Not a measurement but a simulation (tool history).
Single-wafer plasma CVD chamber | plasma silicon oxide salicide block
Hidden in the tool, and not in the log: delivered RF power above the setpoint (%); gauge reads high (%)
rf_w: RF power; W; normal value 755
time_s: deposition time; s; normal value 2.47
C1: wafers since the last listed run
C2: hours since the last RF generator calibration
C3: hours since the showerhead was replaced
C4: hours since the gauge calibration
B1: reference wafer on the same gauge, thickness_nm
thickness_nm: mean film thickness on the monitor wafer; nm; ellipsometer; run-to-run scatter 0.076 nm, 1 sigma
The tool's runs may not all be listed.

run 1 hour=0 | rf_w=755 time_s=2.47 | C1=0 C2=1330 C3=2089.6 C4=256.3 | B1=24.196 | thickness_nm=26.12
run 2 hour=62.3 | rf_w=755 time_s=2.47 | C1=1660 C2=1392.3 C3=2151.9 C4=318.6 | B1=24.161 | thickness_nm=26.182
run 3 hour=108 | rf_w=755 time_s=2.47 | C1=1218 C2=1438 C3=2197.6 C4=364.3 | B1=24.188 | thickness_nm=26.147
run 4 hour=251.5 | rf_w=695 time_s=2.47 | C1=3825 C2=1581.5 C3=2341.1 C4=507.8 | B1=24.202 | thickness_nm=25.476
run 5 hour=304.6 | rf_w=755 time_s=2.47 | C1=1415 C2=1634.6 C3=2394.2 C4=560.9 | B1=24.173 | thickness_nm=26.076
run 6 hour=343.6 | rf_w=755 time_s=2.47 | C1=1039 C2=1673.6 C3=2433.2 C4=599.9 | B1=24.187 | thickness_nm=25.965
-- hour=410.1 showerhead replaced
run 7 hour=412.9 | rf_w=755 time_s=2.47 | C1=1634 C2=1742.9 C3=2.8 C4=669.2 | B1=24.172 | thickness_nm=25.874
run 8 hour=484.4 | rf_w=755 time_s=2.47 | C1=1906 C2=1814.4 C3=74.3 C4=740.7 | B1=24.188 | thickness_nm=25.935
run 9 hour=545.7 | rf_w=755 time_s=2.47 | C1=1634 C2=1875.7 C3=135.6 C4=802 | B1=24.188 | thickness_nm=26.107
run 10 hour=602.5 | rf_w=755 time_s=2.47 | C1=1514 C2=1932.5 C3=192.4 C4=858.8 | B1=24.192 | thickness_nm=25.868
run 11 hour=654.9 | rf_w=755 time_s=2.47 | C1=1396 C2=1984.9 C3=244.8 C4=911.2 | B1=24.195 | thickness_nm=25.952
-- hour=684.3 RF generator calibrated
run 12 hour=719.4 | rf_w=755 time_s=2.47 | C1=1506 C2=35.1 C3=309.3 C4=975.7 | B1=24.193 | thickness_nm=26.51
-- hour=720.9 gauge calibrated
run 13 hour=757.7 | rf_w=755 time_s=2.47 | C1=1021 C2=73.4 C3=347.6 C4=36.8 | B1=24.197 | thickness_nm=26.326
run 14 hour=824.6 | rf_w=810 time_s=1.99 | C1=1783 C2=140.3 C3=414.5 C4=103.7 | B1=24.197 | thickness_nm=21.658
run 15 hour=875 | rf_w=755 time_s=2.47 | C1=1343 C2=190.7 C3=464.9 C4=154.1 | B1=24.212 | thickness_nm=26.379
run 16 hour=905.5 | rf_w=755 time_s=2.47 | C1=813 C2=221.2 C3=495.4 C4=184.6 | B1=24.188 | thickness_nm=26.313
run 17 hour=942.9 | rf_w=855 time_s=2.47 | C1=997 C2=258.6 C3=532.8 C4=222 | B1=24.195 | thickness_nm=27.213
run 18 hour=988.7 | rf_w=755 time_s=2.29 | C1=1221 C2=304.4 C3=578.6 C4=267.8 | B1=24.182 | thickness_nm=24.395
run 19 hour=1015.4 | rf_w=875 time_s=2.12 | C1=711 C2=331.1 C3=605.3 C4=294.5 | B1=24.203 | thickness_nm=23.576
run 20 hour=1062.3 | rf_w=890 time_s=2.9 | C1=1250 C2=378 C3=652.2 C4=341.4 | B1=24.189 | thickness_nm=32.4
run 21 hour=1118.9 | rf_w=645 time_s=2.69 | C1=1508 C2=434.6 C3=708.8 C4=398 | B1=24.189 | thickness_nm=27.305
run 22 hour=1178.2 | rf_w=895 time_s=2.81 | C1=1580 C2=493.9 C3=768.1 C4=457.3 | B1=24.2 | thickness_nm=31.693
run 23 hour=1218.9 | rf_w=755 time_s=2.64 | C1=1085 C2=534.6 C3=808.8 C4=498 | B1=24.19 | thickness_nm=28.062
run 24 hour=1248.6 | rf_w=755 time_s=2.02 | C1=791 C2=564.3 C3=838.5 C4=527.7 | B1=24.186 | thickness_nm=21.389
run 25 hour=1316.1 | rf_w=885 time_s=2.47 | C1=1799 C2=631.8 C3=906 C4=595.2 | B1=24.179 | thickness_nm=27.562
run 26 hour=1341.8 | rf_w=645 time_s=2.07 | C1=685 C2=657.5 C3=931.7 C4=620.9 | B1=24.236 | thickness_nm=20.837

Forecast each of these 3 alternatives for the next run:
run A hour=1342.2 | rf_w=755 time_s=1.99 | C1=10 C2=657.9 C3=932.1 C4=621.3 | B1=? | thickness_nm=?
run B hour=1342.2 | rf_w=640 time_s=2.34 | C1=10 C2=657.9 C3=932.1 C4=621.3 | B1=? | thickness_nm=?
run C hour=1342.2 | rf_w=705 time_s=2.22 | C1=10 C2=657.9 C3=932.1 C4=621.3 | B1=? | thickness_nm=?

run=A B1=24.191 thickness_nm=21.195
run=B B1=24.191 thickness_nm=23.721
run=C B1=24.191 thickness_nm=23.165
Take away the tool's hidden state, keep each run's random variation, and the runs would have read:
run=A thickness_nm=21.385
run=B thickness_nm=23.934
run=C thickness_nm=23.373

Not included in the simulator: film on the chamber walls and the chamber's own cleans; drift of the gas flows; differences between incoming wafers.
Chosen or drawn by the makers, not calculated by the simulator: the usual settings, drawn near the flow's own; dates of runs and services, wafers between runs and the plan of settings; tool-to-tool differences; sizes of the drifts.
